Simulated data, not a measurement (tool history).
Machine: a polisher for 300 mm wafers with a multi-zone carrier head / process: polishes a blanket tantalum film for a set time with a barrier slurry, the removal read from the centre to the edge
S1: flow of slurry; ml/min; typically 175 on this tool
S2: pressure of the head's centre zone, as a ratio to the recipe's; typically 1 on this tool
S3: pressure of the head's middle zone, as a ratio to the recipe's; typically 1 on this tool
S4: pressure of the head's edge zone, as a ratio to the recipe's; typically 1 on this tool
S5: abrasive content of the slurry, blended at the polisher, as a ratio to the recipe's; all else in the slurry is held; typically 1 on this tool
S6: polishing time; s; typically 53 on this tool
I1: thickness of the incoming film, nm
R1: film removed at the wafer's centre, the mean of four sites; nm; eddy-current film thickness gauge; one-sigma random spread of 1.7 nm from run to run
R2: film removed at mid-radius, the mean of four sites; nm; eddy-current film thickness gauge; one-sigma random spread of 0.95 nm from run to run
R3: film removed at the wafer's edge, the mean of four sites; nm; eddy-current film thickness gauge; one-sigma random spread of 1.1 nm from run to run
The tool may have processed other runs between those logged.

| run | hour | S1 | S2 | S3 | S4 | S5 | S6 | I1 | R1 | R2 | R3 |
|---|---|---|---|---|---|---|---|---|---|---|---|
| 1 | 0 | 175 | 1 | 1 | 1 | 1 | 53 | 324.6 | 130.1 | 116.4 | 116.1 |
| 2 | 34.7 | 175 | 1 | 1 | 1 | 1 | 53 | 323.3 | 131 | 116.3 | 115.6 |
|  | 43.9 | centre zone pressure recalibrated, repeated, since the last time left the tool worse |
| 3 | 59.8 | 205 | 1 | 1 | 1 | 1 | 53 | 324.9 | 117.9 | 116.5 | 118.4 |
| 4 | 76.2 | 175 | 1 | 1 | 1 | 1 | 53 | 319 | 116.6 | 114.9 | 114.5 |
| 5 | 100.3 | 175 | 1 | 1 | 1 | 0.75 | 53 | 323 | 106 | 105.8 | 106.6 |
|  | 126.8 | worn pad replaced by a new one |
| 6 | 127.3 | 175 | 1.05 | 1.1 | 1 | 1 | 53 | 322.9 | 124 | 122.7 | 115.5 |
| 7 | 143.8 | 175 | 1.03 | 1 | 1 | 0.85 | 48 | 325.9 | 105.6 | 99.9 | 99.9 |
| 8 | 172.6 | 175 | 1 | 1 | 1 | 1 | 53 | 322.8 | 119.9 | 115.7 | 114.6 |
|  | 188.3 | slurry nozzle cleaned |
| 9 | 190.8 | 120 | 1 | 1 | 1 | 1.15 | 53 | 317.3 | 120.6 | 116.6 | 117.2 |
| 10 | 208.2 | 225 | 0.93 | 1 | 1 | 1 | 47 | 320.9 | 102.9 | 104.1 | 104.5 |
|  | 215.8 | edge zone pressure recalibrated |
| 11 | 226.1 | 140 | 1.09 | 1 | 1 | 0.85 | 53 | 316.2 | 118.5 | 105.9 | 109.1 |
| 12 | 250.7 | 175 | 1 | 1 | 1 | 1 | 53 | 322.2 | 118.8 | 116.2 | 114.1 |
| 13 | 270 | 175 | 1 | 1 | 1 | 1 | 59 | 322.1 | 136.8 | 129.6 | 127.5 |
| 14 | 291.2 | 175 | 1 | 1 | 1 | 1 | 53 | 320.9 | 120.1 | 115.6 | 114.9 |
|  | 314.5 | worn pad replaced by a new one |
| 15 | 357.8 | 175 | 1 | 1 | 1 | 1 | 53 | 315.3 | 123.5 | 115.8 | 115.6 |
|  | 376.3 | carrier head's membrane replaced by a new one |
| 16 | 440.8 | 175 | 1.03 | 1 | 1 | 0.8 | 53 | 323.4 | 112.8 | 108.3 | 109.2 |
| 17 | 453.2 | 175 | 1 | 1 | 1 | 1 | 53 | 314.5 | 124.5 | 115.5 | 116 |

What will run 18 give?
|  | 479.2 | slurry nozzle cleaned |
| 18 | 482.6 | 190 | 0.97 | 1.1 | 1 | 1 | 44 | 319.7 | ? | ? | ? |

For run 18 the tool returned R1 98.8 nm, R2 102.1 nm, R3 96.5 nm.
Had the tool carried no hidden state, the very same run would have given R1 95 nm, R2 102.2 nm, R3 96.5 nm.
